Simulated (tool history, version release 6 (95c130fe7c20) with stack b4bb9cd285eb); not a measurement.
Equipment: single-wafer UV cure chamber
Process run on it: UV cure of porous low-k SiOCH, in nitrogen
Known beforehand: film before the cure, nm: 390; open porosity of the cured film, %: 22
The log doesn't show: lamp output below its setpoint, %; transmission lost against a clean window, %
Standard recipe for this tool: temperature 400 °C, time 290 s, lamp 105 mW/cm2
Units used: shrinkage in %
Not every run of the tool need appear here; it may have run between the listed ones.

run	hour	temperature	time	lamp	wafers since the last listed run	hours since the UV bulbs were replaced	wafers since the quartz window was cleaned	shrinkage
1	0	400	290	105	0	785.2	1710	12.572
2	7.1	400	290	105	43	792.3	1754	12.365
3	24.7	400	290	105	108	809.9	1862	12.49
4	41.6	400	290	105	103	826.8	1966	12.455
5	58	407	290	105	100	843.2	2067	12.342
6	75.5	407	290	105	107	860.7	2174	12.381
7	87.3	407	290	105	72	872.5	2247	12.572
8	104.4	400	290	105	105	889.6	2352	12.333
9	148.3	400	290	94	269	933.5	2621	11.755
10	198.7	404	290	105	309	983.9	2931	12.204
11	215.9	404	290	105	105	1001.1	3036	12.441
12	226.3	390	290	105	63	1011.5	3100	11.983
13	240.9	390	290	105	89	1026.1	3190	11.985
14	250.1	400	290	105	56	1035.3	3246	12.01
15	258.3	400	290	105	50	1043.5	3297	11.932
# hour 281.4: UV bulbs replaced
16	281.9	400	290	83	95	0.5	3393	10.821
17	289.9	393	175	90	49	8.5	3442	8.986
18	304.8	400	190	119	91	23.4	3533	10.594
19	317.4	390	290	105	77	36	3611	11.928
# hour 336.4: quartz window cleaned
20	336.9	392	290	105	70	55.5	3	12.581
21	341.4	405	425	117	27	60	30	15.097
22	348.1	400	290	105	41	66.7	71	12.957
23	356	414	370	124	48	74.6	120	14.92
24	364.8	400	290	105	54	83.4	174	12.824
25	381.6	405	425	117	103	100.2	277	15.196
26	399.4	400	290	105	109	118	386	12.523
27	412.4	407	175	105	79	131	466	10.74
28	428.1	414	455	105	96	146.7	563	15.137
29	435.9	400	290	105	47	154.5	611	12.764
30	445.4	400	290	71	58	164	669	11.028
31	462.8	400	170	139	106	181.4	776	11.355
32	475.1	400	195	105	75	193.7	851	10.959
33	484.7	393	390	77	58	203.3	910	12.5

Across each entry between runs, compare the hidden state at the last listed run before it with the hidden state at the first listed run after it:
Between runs 15 and 16: UV bulbs replaced (hour 281.4)
  transmission lost against a clean window, %: 17 -> 17.7
  what was measured, less what the result would be without the hidden state, shrinkage: -0.855 -> -0.868 %
Between runs 19 and 20: quartz window cleaned (hour 336.4)
  transmission lost against a clean window, %: 18.7 -> 1.52
  what was measured, less what the result would be without the hidden state, shrinkage: -0.964 -> -0.071 %
